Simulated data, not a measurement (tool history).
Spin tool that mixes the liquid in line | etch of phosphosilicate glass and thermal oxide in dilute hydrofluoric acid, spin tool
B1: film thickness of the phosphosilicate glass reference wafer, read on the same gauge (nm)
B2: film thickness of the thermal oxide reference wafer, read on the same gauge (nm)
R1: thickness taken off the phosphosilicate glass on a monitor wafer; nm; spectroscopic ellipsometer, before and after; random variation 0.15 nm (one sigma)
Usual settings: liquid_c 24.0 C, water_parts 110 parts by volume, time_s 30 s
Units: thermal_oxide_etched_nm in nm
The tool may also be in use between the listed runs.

run 1 hour=0.0 | liquid_c=24.0 water_parts=110 time_s=30 | B1=39.98 B2=110.003 | R1=21.34 thermal_oxide_etched_nm=1.324
run 2 hour=18.8 | liquid_c=24.0 water_parts=110 time_s=30 | B1=40.00 B2=109.997 | R1=21.38 thermal_oxide_etched_nm=1.328
run 3 hour=45.8 | liquid_c=24.0 water_parts=110 time_s=30 | B1=39.99 B2=109.999 | R1=21.88 thermal_oxide_etched_nm=1.334
run 4 hour=73.9 | liquid_c=24.0 water_parts=110 time_s=30 | B1=40.02 B2=109.974 | R1=21.73 thermal_oxide_etched_nm=1.284
run 5 hour=103.8 | liquid_c=24.0 water_parts=110 time_s=30 | B1=40.00 B2=109.987 | R1=21.66 thermal_oxide_etched_nm=1.312
run 6 hour=117.1 | liquid_c=24.0 water_parts=110 time_s=30 | B1=39.99 B2=110.020 | R1=21.50 thermal_oxide_etched_nm=1.296
-- hour=144.1 thermometer replaced
run 7 hour=174.9 | liquid_c=24.0 water_parts=110 time_s=30 | B1=40.01 B2=109.949 | R1=20.41 thermal_oxide_etched_nm=1.332
run 8 hour=207.3 | liquid_c=22.5 water_parts=150 time_s=40 | B1=40.00 B2=109.985 | R1=18.06 thermal_oxide_etched_nm=1.136
run 9 hour=231.2 | liquid_c=24.0 water_parts=75 time_s=30 | B1=40.02 B2=110.011 | R1=31.73 thermal_oxide_etched_nm=1.976
run 10 hour=266.6 | liquid_c=24.0 water_parts=85 time_s=30 | B1=40.01 B2=109.985 | R1=27.99 thermal_oxide_etched_nm=1.689
-- hour=268.5 gauge calibrated
-- hour=322.9 hydrofluoric acid flow meter replaced
run 11 hour=374.5 | liquid_c=21.0 water_parts=110 time_s=35 | B1=40.00 B2=109.958 | R1=21.64 thermal_oxide_etched_nm=1.291
run 12 hour=403.0 | liquid_c=21.0 water_parts=70 time_s=20 | B1=40.02 B2=109.996 | R1=20.10 thermal_oxide_etched_nm=1.181
run 13 hour=435.2 | liquid_c=21.5 water_parts=110 time_s=35 | B1=40.00 B2=109.964 | R1=22.26 thermal_oxide_etched_nm=1.326
run 14 hour=454.2 | liquid_c=24.0 water_parts=75 time_s=30 | B1=40.00 B2=110.011 | R1=31.82 thermal_oxide_etched_nm=1.954

4 ways to go on from here, each from the tool as it stands after run 14. What would each give?
run A hour=454.6 | liquid_c=24.0 water_parts=110 time_s=30 | B1=? B2=? | R1=? thermal_oxide_etched_nm=?
run B hour=454.6 | liquid_c=28.0 water_parts=95 time_s=30 | B1=? B2=? | R1=? thermal_oxide_etched_nm=?
run C hour=454.6 | liquid_c=28.5 water_parts=130 time_s=40 | B1=? B2=? | R1=? thermal_oxide_etched_nm=?
run D hour=454.6 | liquid_c=24.0 water_parts=70 time_s=30 | B1=? B2=? | R1=? thermal_oxide_etched_nm=?

run=A B1=39.99 B2=110.005 R1=21.06 thermal_oxide_etched_nm=1.260
run=B B1=39.99 B2=110.005 R1=29.02 thermal_oxide_etched_nm=1.737
run=C B1=39.99 B2=110.005 R1=27.49 thermal_oxide_etched_nm=1.645
run=D B1=39.99 B2=110.005 R1=34.82 thermal_oxide_etched_nm=2.084
Without the tool's hidden state the same runs would have given:
run=A R1=20.57 thermal_oxide_etched_nm=1.231
run=B R1=28.36 thermal_oxide_etched_nm=1.697
run=C R1=26.87 thermal_oxide_etched_nm=1.608
run=D R1=33.97 thermal_oxide_etched_nm=2.033
